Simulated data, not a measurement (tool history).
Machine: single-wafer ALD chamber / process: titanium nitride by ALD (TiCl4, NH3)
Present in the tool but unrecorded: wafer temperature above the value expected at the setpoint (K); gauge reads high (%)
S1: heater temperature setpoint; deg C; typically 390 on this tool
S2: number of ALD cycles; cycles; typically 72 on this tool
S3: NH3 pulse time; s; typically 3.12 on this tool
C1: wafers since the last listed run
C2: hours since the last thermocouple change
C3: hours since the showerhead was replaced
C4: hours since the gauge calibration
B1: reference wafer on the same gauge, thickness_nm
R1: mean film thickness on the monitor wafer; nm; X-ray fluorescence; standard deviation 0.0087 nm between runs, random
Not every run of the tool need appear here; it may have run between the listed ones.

run    hour   S1  S2    S3   C1      C2      C3      C4     B1     R1
  1     0.0  390  72  3.12    0    62.1  3733.9   645.5  1.812  1.542
  2    41.5  390  72  3.12  136   103.6  3775.4   687.0  1.811  1.536
  3   119.2  390  72  3.12  255   181.3  3853.1   764.7  1.797  1.520
  4   206.8  390  72  3.12  287   268.9  3940.7   852.3  1.788  1.529
  5   282.7  390  83  3.12  249   344.8  4016.6   928.2  1.779  1.733
  6   389.2  390  83  3.12  349   451.3  4123.1  1034.7  1.762  1.710
  7   470.1  390  83  3.12  265   532.2  4204.0  1115.6  1.752  1.690
      551.2  -- gauge calibrated
  8   576.3  390  72  3.12  348   638.4  4310.2    25.1  1.845  1.556
  9   621.7  390  72  3.12  149   683.8  4355.6    70.5  1.845  1.549
 10   688.0  390  82  3.12  217   750.1  4421.9   136.8  1.844  1.779
 11   772.2  402  66  4.12  276   834.3  4506.1   221.0  1.845  1.448
 12   844.6  376  72  3.47  237   906.7  4578.5   293.4  1.839  1.543
 13   898.1  390  72  3.12  175   960.2  4632.0   346.9  1.839  1.547
 14   977.3  390  72  3.52  260  1039.4  4711.2   426.1  1.833  1.546
 15  1036.7  395  61  3.12  195  1098.8  4770.6   485.5  1.833  1.306
     1093.3  -- thermocouple changed; heater temperature recalibrated
 16  1124.1  404  72  2.17  260    30.8  4858.0   572.9  1.825  1.535
     1165.4  -- showerhead replaced
 17  1209.0  390  78  2.62  252   115.7    43.6   657.8  1.817  1.642
 18  1474.4  390  72  3.12  871   381.1   309.0   923.2  1.788  1.518
 19  1541.9  382  81  2.48  221   448.6   376.5   990.7  1.780  1.658
 20  1619.3  390  60  3.12  254   526.0   453.9  1068.1  1.767  1.238

Predict each of these 3 candidate next runs independently; none follows another, all start after run 20:
  A  1619.9  390  72  4.00   1  526.6  454.5  1068.7   ?   ?
  B  1619.9  400  72  3.12   1  526.6  454.5  1068.7   ?   ?
  C  1619.9  381  64  2.45   1  526.6  454.5  1068.7   ?   ?

run     B1     R1
  A  1.768  1.511
  B  1.768  1.506
  C  1.768  1.306
What these runs would have given with no unlogged condition in the tool:
run     R1
  A  1.573
  B  1.568
  C  1.359
